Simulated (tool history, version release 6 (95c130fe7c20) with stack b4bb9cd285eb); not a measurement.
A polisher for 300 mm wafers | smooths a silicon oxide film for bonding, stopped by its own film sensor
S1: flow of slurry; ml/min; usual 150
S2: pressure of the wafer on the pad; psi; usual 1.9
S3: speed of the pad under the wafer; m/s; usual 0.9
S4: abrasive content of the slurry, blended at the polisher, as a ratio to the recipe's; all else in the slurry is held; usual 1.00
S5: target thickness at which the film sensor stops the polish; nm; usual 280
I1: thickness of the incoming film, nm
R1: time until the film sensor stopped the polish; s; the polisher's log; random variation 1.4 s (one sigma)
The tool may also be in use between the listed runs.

run     day   S1   S2   S3    S4   S5     I1     R1
  1   0.000  150  1.9  0.9  1.00  280  350.0  122.3
      0.492  -- worn pad replaced by a new one
      1.042  -- slurry nozzle cleaned
      1.325  -- slurry blender recalibrated
  2   3.488  150  1.9  0.9  1.00  280  349.4  107.6
  3   5.200  180  1.9  0.9  1.00  268  347.1  122.7
  4   7.696  180  1.9  0.9  1.00  268  349.0  135.7
      8.092  -- worn pad replaced by a new one
  5   8.850  150  1.9  0.9  1.15  280  352.3  102.7
  6  11.704  150  1.9  0.9  1.00  280  346.9  102.1
     12.954  -- slurry nozzle cleaned
  7  13.712  150  1.9  0.9  1.00  280  351.4  114.7
     14.675  -- slurry blender recalibrated
     15.375  -- worn pad replaced by a new one
  8  15.525  150  1.4  0.9  1.00  280  351.5  147.4
  9  17.692  150  2.5  0.9  1.00  280  347.2   78.5

The next listed run, before its measurement:
     20.021  -- head pressure recalibrated
 10  20.450  190  1.9  0.9  1.25  280  353.2   ?

{"run 10": {"R1": 102.5}}
Without the tool's hidden state the same run would have given R1 95.7 s.

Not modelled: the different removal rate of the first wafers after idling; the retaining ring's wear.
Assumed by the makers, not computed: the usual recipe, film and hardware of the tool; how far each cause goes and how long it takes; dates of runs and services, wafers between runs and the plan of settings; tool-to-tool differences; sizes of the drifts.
